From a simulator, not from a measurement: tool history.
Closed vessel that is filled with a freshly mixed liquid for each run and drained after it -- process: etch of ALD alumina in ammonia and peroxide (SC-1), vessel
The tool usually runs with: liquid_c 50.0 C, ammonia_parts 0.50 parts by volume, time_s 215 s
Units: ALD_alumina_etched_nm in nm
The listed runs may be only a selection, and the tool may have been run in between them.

run,hour,liquid_c,ammonia_parts,time_s,wafers since the last listed run,hours since the thermometer was replaced,hours since the ammonia flow meter was replaced,hours since the drum of ammonia solution was connected,hours since the gauge calibration,"read-back film thickness of the ALD alumina reference wafer, read on the same gauge (nm)",ALD_alumina_etched_nm
1,0.0,50.0,0.50,215,0,1193.3,1965.9,10.5,511.6,119.99,12.32
2,16.0,50.0,0.50,215,1723,1209.3,1981.9,26.5,527.6,120.00,12.21
3,41.8,50.0,0.50,215,2778,1235.1,2007.7,52.3,553.4,120.00,12.28
4,54.4,50.0,0.50,215,1357,1247.7,2020.3,64.9,566.0,119.98,12.26
5,61.9,50.0,0.50,215,807,1255.2,2027.8,72.4,573.5,119.99,12.21
6,69.6,56.0,0.65,320,829,1262.9,2035.5,80.1,581.2,119.98,25.84
7,75.9,58.5,0.40,285,678,1269.2,2041.8,86.4,587.5,120.01,24.98
8,90.4,57.5,0.60,215,1561,1283.7,2056.3,100.9,602.0,119.97,18.59
9,107.3,50.0,0.70,215,1820,1300.6,2073.2,117.8,618.9,120.01,12.72
10,115.5,50.0,0.50,215,883,1308.8,2081.4,126.0,627.1,120.05,12.35
11,129.8,50.0,0.50,215,1540,1323.1,2095.7,140.3,641.4,119.99,12.20
# hour 136.9: gauge calibrated
12,138.2,50.0,0.50,215,904,1331.5,2104.1,148.7,1.3,119.97,12.42
# hour 140.0: thermometer replaced
# hour 144.3: ammonia flow meter replaced
13,147.0,50.0,0.50,215,732,7.0,2.7,157.5,10.1,119.98,12.17
14,163.0,57.0,0.60,315,1723,23.0,18.7,173.5,26.1,120.01,26.66
15,176.6,50.0,0.65,215,1464,36.6,32.3,187.1,39.7,120.00,12.63
16,190.1,50.0,0.50,135,1453,50.1,45.8,200.6,53.2,119.97,7.73
17,200.8,50.0,0.50,155,1152,60.8,56.5,211.3,63.9,120.01,8.79
18,206.8,58.0,0.45,215,646,66.8,62.5,217.3,69.9,120.02,18.37
19,221.6,50.0,0.50,215,1593,81.6,77.3,232.1,84.7,120.05,12.20
20,232.2,50.0,0.50,215,1141,92.2,87.9,242.7,95.3,120.04,12.20
21,239.8,50.0,0.40,135,818,99.8,95.5,250.3,102.9,120.03,7.58
22,249.0,52.5,0.50,140,990,109.0,104.7,259.5,112.1,120.00,9.18
23,264.3,50.0,0.50,215,1647,124.3,120.0,274.8,127.4,120.05,12.12
24,280.3,50.0,0.50,215,1723,140.3,136.0,290.8,143.4,119.98,12.42
25,293.3,43.0,0.50,215,1400,153.3,149.0,303.8,156.4,120.02,8.22
26,308.0,50.0,0.50,215,1583,168.0,163.7,318.5,171.1,119.99,12.27
27,320.7,50.0,0.50,215,1367,180.7,176.4,331.2,183.8,119.96,12.31
28,336.4,50.0,0.70,160,1690,196.4,192.1,346.9,199.5,119.99,9.46
29,353.5,42.5,0.40,215,1841,213.5,209.2,364.0,216.6,120.00,7.84

Hidden state at the last listed run before each entry between runs and at the first one after, where it differs:
Between runs 11 and 12: gauge calibrated (hour 136.9)
  nothing in the hidden state changes from one run to the other
Between runs 12 and 13: thermometer replaced (hour 140.0); ammonia flow meter replaced (hour 144.3)
  nothing in the hidden state changes from one run to the other
